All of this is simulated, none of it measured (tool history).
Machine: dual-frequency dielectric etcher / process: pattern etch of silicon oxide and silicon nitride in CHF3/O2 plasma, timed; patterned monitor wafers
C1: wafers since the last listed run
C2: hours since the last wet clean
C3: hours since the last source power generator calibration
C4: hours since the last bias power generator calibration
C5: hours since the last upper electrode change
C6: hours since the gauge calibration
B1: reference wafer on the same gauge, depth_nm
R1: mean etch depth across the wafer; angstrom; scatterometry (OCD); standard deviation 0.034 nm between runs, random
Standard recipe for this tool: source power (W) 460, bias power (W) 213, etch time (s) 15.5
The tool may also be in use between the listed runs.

{"run": 1, "hour": 0.0, "source power (W)": 460, "bias power (W)": 213, "etch time (s)": 15.5, "C1": 0, "C2": 245.6, "C3": 1918.7, "C4": 2015.2, "C5": 5288.0, "C6": 135.2, "B1": 19.8, "R1": 230.2}
{"run": 2, "hour": 13.1, "source power (W)": 370, "bias power (W)": 213, "etch time (s)": 19.0, "C1": 315, "C2": 258.7, "C3": 1931.8, "C4": 2028.3, "C5": 5301.1, "C6": 148.3, "B1": 19.79, "R1": 255.3}
{"run": 3, "hour": 20.4, "source power (W)": 460, "bias power (W)": 213, "etch time (s)": 15.5, "C1": 175, "C2": 266.0, "C3": 1939.1, "C4": 2035.6, "C5": 5308.4, "C6": 155.6, "B1": 19.8, "R1": 230.9}
{"run": 4, "hour": 33.8, "source power (W)": 460, "bias power (W)": 213, "etch time (s)": 15.5, "C1": 322, "C2": 279.4, "C3": 1952.5, "C4": 2049.0, "C5": 5321.8, "C6": 169.0, "B1": 19.79, "R1": 231.4}
{"run": 5, "hour": 49.1, "source power (W)": 460, "bias power (W)": 213, "etch time (s)": 15.5, "C1": 368, "C2": 294.7, "C3": 1967.8, "C4": 2064.3, "C5": 5337.1, "C6": 184.3, "B1": 19.8, "R1": 230.6}
{"run": 6, "hour": 60.3, "source power (W)": 460, "bias power (W)": 213, "etch time (s)": 15.5, "C1": 269, "C2": 305.9, "C3": 1979.0, "C4": 2075.5, "C5": 5348.3, "C6": 195.5, "B1": 19.8, "R1": 230.4}
{"run": 7, "hour": 74.1, "source power (W)": 460, "bias power (W)": 213, "etch time (s)": 15.5, "C1": 332, "C2": 319.7, "C3": 1992.8, "C4": 2089.3, "C5": 5362.1, "C6": 209.3, "B1": 19.8, "R1": 231.4}
{"run": 8, "hour": 90.0, "source power (W)": 460, "bias power (W)": 213, "etch time (s)": 15.5, "C1": 383, "C2": 335.6, "C3": 2008.7, "C4": 2105.2, "C5": 5378.0, "C6": 225.2, "B1": 19.79, "R1": 231.7}
{"run": 9, "hour": 97.0, "source power (W)": 460, "bias power (W)": 213, "etch time (s)": 15.5, "C1": 168, "C2": 342.6, "C3": 2015.7, "C4": 2112.2, "C5": 5385.0, "C6": 232.2, "B1": 19.8, "R1": 231.6}
{"run": 10, "hour": 106.4, "source power (W)": 460, "bias power (W)": 213, "etch time (s)": 15.5, "C1": 226, "C2": 352.0, "C3": 2025.1, "C4": 2121.6, "C5": 5394.4, "C6": 241.6, "B1": 19.79, "R1": 232.1}
{"run": 11, "hour": 117.7, "source power (W)": 460, "bias power (W)": 213, "etch time (s)": 15.5, "C1": 272, "C2": 363.3, "C3": 2036.4, "C4": 2132.9, "C5": 5405.7, "C6": 252.9, "B1": 19.8, "R1": 232.0}
{"run": 12, "hour": 126.7, "source power (W)": 460, "bias power (W)": 213, "etch time (s)": 15.5, "C1": 216, "C2": 372.3, "C3": 2045.4, "C4": 2141.9, "C5": 5414.7, "C6": 261.9, "B1": 19.79, "R1": 232.6}
{"run": 13, "hour": 143.9, "source power (W)": 460, "bias power (W)": 213, "etch time (s)": 15.5, "C1": 414, "C2": 389.5, "C3": 2062.6, "C4": 2159.1, "C5": 5431.9, "C6": 279.1, "B1": 19.8, "R1": 232.3}
{"run": 14, "hour": 152.8, "source power (W)": 460, "bias power (W)": 213, "etch time (s)": 15.5, "C1": 214, "C2": 398.4, "C3": 2071.5, "C4": 2168.0, "C5": 5440.8, "C6": 288.0, "B1": 19.8, "R1": 232.0}
{"run": 15, "hour": 164.0, "source power (W)": 460, "bias power (W)": 239, "etch time (s)": 15.5, "C1": 269, "C2": 409.6, "C3": 2082.7, "C4": 2179.2, "C5": 5452.0, "C6": 299.2, "B1": 19.79, "R1": 247.0}
{"run": 16, "hour": 175.2, "source power (W)": 400, "bias power (W)": 213, "etch time (s)": 12.0, "C1": 269, "C2": 420.8, "C3": 2093.9, "C4": 2190.4, "C5": 5463.2, "C6": 310.4, "B1": 19.8, "R1": 168.7}
{"hour": 212.6, "done": "upper electrode replaced"}
{"run": 17, "hour": 213.1, "source power (W)": 380, "bias power (W)": 164, "etch time (s)": 11.5, "C1": 334, "C2": 458.7, "C3": 2131.8, "C4": 2228.3, "C5": 0.5, "C6": 348.3, "B1": 19.81, "R1": 135.7}
{"run": 18, "hour": 213.5, "source power (W)": 560, "bias power (W)": 213, "etch time (s)": 15.5, "C1": 9, "C2": 459.1, "C3": 2132.2, "C4": 2228.7, "C5": 0.9, "C6": 348.7, "B1": 19.79, "R1": 254.3}
{"run": 19, "hour": 213.8, "source power (W)": 530, "bias power (W)": 213, "etch time (s)": 18.5, "C1": 7, "C2": 459.4, "C3": 2132.5, "C4": 2229.0, "C5": 1.2, "C6": 349.0, "B1": 19.79, "R1": 296.6}
{"hour": 218.2, "done": "bias power generator calibrated"}
{"hour": 230.7, "done": "source power generator calibrated"}
{"run": 20, "hour": 231.2, "source power (W)": 460, "bias power (W)": 242, "etch time (s)": 12.0, "C1": 226, "C2": 476.8, "C3": 0.5, "C4": 13.0, "C5": 18.6, "C6": 366.4, "B1": 19.8, "R1": 194.2}
{"hour": 256.7, "done": "wet clean of the chamber"}
{"run": 21, "hour": 257.2, "source power (W)": 460, "bias power (W)": 213, "etch time (s)": 15.5, "C1": 48, "C2": 0.5, "C3": 26.5, "C4": 39.0, "C5": 44.6, "C6": 392.4, "B1": 19.81, "R1": 227.4}
{"run": 22, "hour": 257.5, "source power (W)": 540, "bias power (W)": 213, "etch time (s)": 19.0, "C1": 7, "C2": 0.8, "C3": 26.8, "C4": 39.3, "C5": 44.9, "C6": 392.7, "B1": 19.81, "R1": 300.4}
{"hour": 271.1, "done": "gauge calibrated"}
{"run": 23, "hour": 271.3, "source power (W)": 510, "bias power (W)": 213, "etch time (s)": 12.0, "C1": 332, "C2": 14.6, "C3": 40.6, "C4": 53.1, "C5": 58.7, "C6": 0.2, "B1": 19.8, "R1": 184.6}
{"run": 24, "hour": 281.6, "source power (W)": 460, "bias power (W)": 213, "etch time (s)": 15.5, "C1": 248, "C2": 24.9, "C3": 50.9, "C4": 63.4, "C5": 69.0, "C6": 10.5, "B1": 19.79, "R1": 227.9}
{"run": 25, "hour": 292.3, "source power (W)": 460, "bias power (W)": 253, "etch time (s)": 19.0, "C1": 257, "C2": 35.6, "C3": 61.6, "C4": 74.1, "C5": 79.7, "C6": 21.2, "B1": 19.8, "R1": 307.0}
{"run": 26, "hour": 332.7, "source power (W)": 460, "bias power (W)": 229, "etch time (s)": 12.0, "C1": 973, "C2": 76.0, "C3": 102.0, "C4": 114.5, "C5": 120.1, "C6": 61.6, "B1": 19.81, "R1": 184.5}
{"run": 27, "hour": 345.3, "source power (W)": 360, "bias power (W)": 213, "etch time (s)": 17.5, "C1": 303, "C2": 88.6, "C3": 114.6, "C4": 127.1, "C5": 132.7, "C6": 74.2, "B1": 19.81, "R1": 231.1}

For each entry between runs, how does the tool's hidden state at the last listed run before it compare with that at the first listed run after it?
Runs 16 to 17: upper electrode replaced (hour 212.6)
  etch rate over this chamber's usual, %: 2.06 -> 2.28
  measured minus no-state result, R1: +3.5 -> +3.0 angstrom
Runs 19 to 20: bias power generator calibrated (hour 218.2); source power generator calibrated (hour 230.7)
  etch rate over this chamber's usual, %: 2.28 -> 2.38
  measured minus no-state result, R1: +6.6 -> +4.6 angstrom
Runs 20 to 21: wet clean of the chamber (hour 256.7)
  etch rate over this chamber's usual, %: 2.38 -> -0.113
  measured minus no-state result, R1: +4.6 -> -0.2 angstrom
Runs 22 to 23: gauge calibrated (hour 271.1)
  etch rate over this chamber's usual, %: -0.111 -> -0.0326
  measured minus no-state result, R1: -0.3 -> +0.0 angstrom
